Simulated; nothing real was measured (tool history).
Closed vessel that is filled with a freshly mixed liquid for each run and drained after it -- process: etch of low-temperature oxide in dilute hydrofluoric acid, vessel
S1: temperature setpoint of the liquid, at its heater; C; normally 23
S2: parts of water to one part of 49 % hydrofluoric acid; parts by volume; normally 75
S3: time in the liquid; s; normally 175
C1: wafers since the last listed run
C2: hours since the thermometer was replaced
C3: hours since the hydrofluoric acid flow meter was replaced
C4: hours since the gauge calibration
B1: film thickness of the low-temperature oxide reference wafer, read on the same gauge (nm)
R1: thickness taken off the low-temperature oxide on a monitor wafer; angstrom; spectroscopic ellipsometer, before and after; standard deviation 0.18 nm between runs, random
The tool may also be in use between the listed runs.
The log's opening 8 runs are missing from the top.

run	day	S1	S2	S3	C1	C2	C3	C4	B1	R1
9	27.388	23	75	175	7500	544.2	2188.4	1291.8	113.47	243.6
10	31.371	23	50	175	8020	639.8	2284.0	1387.4	113.59	377.8
11	34.033	23	75	175	5360	703.7	2347.9	1451.3	113.62	246.8
12	37.350	23	75	175	6678	783.3	2427.5	1530.9	113.71	243.5
13	40.000	23	75	175	5335	846.9	2491.1	1594.5	113.78	241.8
# day 40.442: thermometer replaced
14	43.188	23	75	175	6334	65.9	2567.6	1671.0	113.80	244.4
15	46.283	23	75	175	6233	140.2	2641.9	1745.3	113.82	245.7
16	48.071	23	75	175	3599	183.1	2684.8	1788.2	113.86	246.8
17	50.150	23	75	175	4186	233.0	2734.7	1838.1	113.92	248.5
# day 51.479: hydrofluoric acid flow meter replaced
18	52.883	23	75	135	5419	298.6	33.7	1903.7	113.93	185.5
19	55.792	25	55	280	5855	368.4	103.5	1973.5	113.88	592.2
# day 58.962: gauge calibrated
20	59.454	23	60	225	7374	456.3	191.4	11.8	109.85	382.4
21	61.875	19	75	175	4874	514.4	249.5	69.9	110.25	198.6
22	65.779	23	75	175	7860	608.1	343.2	163.6	110.84	238.2
23	67.458	23	75	175	3380	648.4	383.5	203.9	111.10	233.9
24	70.138	23	75	175	5394	712.7	447.8	268.2	111.44	238.6

What will run 25 give?
25	72.542	23	90	250	4840	770.4	505.5	325.9	?	?

Run 25 yielded B1 111.70, R1 283.9 angstrom.
The same run, on a tool lacking any hidden state, would have yielded R1 279.6 angstrom.

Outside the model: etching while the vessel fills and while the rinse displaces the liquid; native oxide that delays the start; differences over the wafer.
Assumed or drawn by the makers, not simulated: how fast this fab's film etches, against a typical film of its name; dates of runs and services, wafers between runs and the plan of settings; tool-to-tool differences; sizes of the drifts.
